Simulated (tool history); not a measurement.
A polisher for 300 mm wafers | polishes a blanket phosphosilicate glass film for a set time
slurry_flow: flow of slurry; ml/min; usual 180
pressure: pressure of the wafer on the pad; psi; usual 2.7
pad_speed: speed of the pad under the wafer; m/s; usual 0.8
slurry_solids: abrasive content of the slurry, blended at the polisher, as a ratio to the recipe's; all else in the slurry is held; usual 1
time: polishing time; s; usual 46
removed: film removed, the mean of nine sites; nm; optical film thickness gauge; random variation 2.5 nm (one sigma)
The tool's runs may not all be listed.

run     day  slurry_flow  pressure  pad_speed  slurry_solids  time  wafers since the last listed run  wafers polished on this pad  hours since the slurry nozzle was cleaned  hours since the head pressure was calibrated  hours since the slurry blender was calibrated  hours since the conditioning disc was replaced  incoming thickness of the incoming film, nm  removed
  1       0          180       2.7        0.8           1.05    46                                 0                            8                                      718.6                                         240.4                                          219.3                                           333.2                                       4663.4    292.5
  2   0.308          180       2.7        0.8           1.05    46                               118                          126                                        726                                         247.8                                          226.7                                           340.6                                       4567.8    297.5
  3   0.725          180       3.3        0.8              1    46                               160                          287                                        736                                         257.8                                          236.7                                           350.6                                       4680.2    350.5
  4   1.221          180       2.7        0.8              1    39                               190                          478                                      747.9                                         269.7                                          248.6                                           362.5                                         4642    240.6
      2.092  -- slurry nozzle cleaned
  5   3.104          180         2        0.9            0.8    46                               709                         1187                                       24.3                                         314.9                                          293.8                                           407.7                                       4572.8    202.3
  6   3.588          180       3.5        0.8           0.75    58                               186                         1373                                       35.9                                         326.5                                          305.4                                           419.3                                       4694.4    390.3
  7   4.296          180       2.3        0.8              1    46                               272                         1646                                       52.9                                         343.5                                          322.4                                           436.3                                       4617.7      240
          5  -- worn pad replaced by a new one
  8   5.021          180       2.7        0.8              1    46                               215                            8                                       70.3                                         360.9                                          339.8                                           453.7                                       4598.8    275.5
  9   5.358          215       1.9       0.94            0.7    46                               130                          138                                       78.4                                           369                                          347.9                                           461.8                                       4636.5    190.2
 10   5.854          180       2.7        0.8              1    46                               190                          329                                       90.3                                         380.9                                          359.8                                           473.7                                       4641.1    277.5
 11   6.254          180       2.7        0.8              1    46                               154                          483                                       99.9                                         390.5                                          369.4                                           483.3                                         4648      277
      6.954  -- conditioning disc replaced and pad reconditioned
 12   6.975          180       2.7       0.92            0.9    61                               245                          729                                      117.2                                         407.8                                          386.7                                             0.5                                         4522    381.8
 13   7.608          180       2.7        0.8            1.2    34                               243                          973                                      132.4                                           423                                          401.9                                            15.7                                       4604.5    221.9
      7.967  -- head pressure recalibrated
 14   8.233          180       1.9        0.8              1    41                               208                         1181                                      147.4                                           6.4                                          416.9                                            30.7                                       4586.4    172.3
 15   8.562          150       2.7       1.04            0.9    58                               126                         1308                                      155.3                                          14.3                                          424.8                                            38.6                                       4553.4    387.2
      9.325  -- worn pad replaced by a new one
 16   9.346          180       2.7       0.62              1    46                               237                            8                                      174.1                                          33.1                                          443.6                                            57.4                                       4649.3    219.7
      9.908  -- slurry blender recalibrated
 17   9.929          180       2.7        0.8              1    46                               192                          201                                      188.1                                          47.1                                            0.5                                            71.4                                       4664.6    287.9
 18  10.562          180       1.9        0.8              1    50                               243                          445                                      203.3                                          62.3                                           15.7                                            86.6                                       4657.8    223.5
 19  11.183          240       3.6        0.8            1.1    46                               239                          684                                      218.2                                          77.2                                           30.6                                           101.5                                       4634.6    423.5
 20  11.738          180       2.9        0.8              1    46                               213                          897                                      231.5                                          90.5                                           43.9                                           114.8                                       4620.2    312.9
 21  12.233          180       2.7        0.8              1    46                               190                         1088                                      243.4                                         102.4                                           55.8                                           126.7                                       4597.1    294.8
 22  12.946          210       3.1        0.8              1    50                               274                         1363                                      260.5                                         119.5                                           72.9                                           143.8                                       4682.5    377.2
 23  13.225          180       2.7       0.56              1    46                               107                         1470                                      267.2                                         126.2                                           79.6                                           150.5                                       4542.8    216.4
     13.738  -- worn pad replaced by a new one
 24  13.838          115       2.7       0.88              1    46                               171                           38                                      281.9                                         140.9                                           94.3                                           165.2                                       4616.3    282.6
 25  14.225          230       2.7       1.02              1    38                               149                          187                                      291.2                                         150.2                                          103.6                                           174.5                                         4605    300.2
 26    14.6          180       1.9        0.8            1.2    46                               144                          331                                      300.2                                         159.2                                          112.6                                           183.5                                       4624.2    218.2

Some steps in removed between neighbouring runs. How much of each would the tool show without its hidden state too (settings, what came in, random variation), and how much is left for the hidden state, with any gauge scatter that isn't in both results?
The hidden state here: removal rate lost through wear of the pad, %; slurry flow missing at the pad, %; deviation of the head's pressure from its setpoint, %; abrasive missing from the slurry, %; time polished since the conditioner stopped cutting, s.
Run 14 -> 15: slurry_flow 180 -> 150, pressure 1.9 -> 2.7, pad_speed 0.8 -> 1.04, slurry_solids 1 -> 0.9, time 41 -> 58. removed +214.9 nm: hidden state -17.9, all else +232.8.
Run 16 -> 17: pad_speed 0.62 -> 0.8, slurry blender recalibrated. removed +68.2 nm: hidden state +17.5, all else +50.7.
Run 18 -> 19: slurry_flow 180 -> 240, pressure 1.9 -> 3.6, slurry_solids 1 -> 1.1, time 50 -> 46. removed +200 nm: hidden state -0.2, all else +200.2.

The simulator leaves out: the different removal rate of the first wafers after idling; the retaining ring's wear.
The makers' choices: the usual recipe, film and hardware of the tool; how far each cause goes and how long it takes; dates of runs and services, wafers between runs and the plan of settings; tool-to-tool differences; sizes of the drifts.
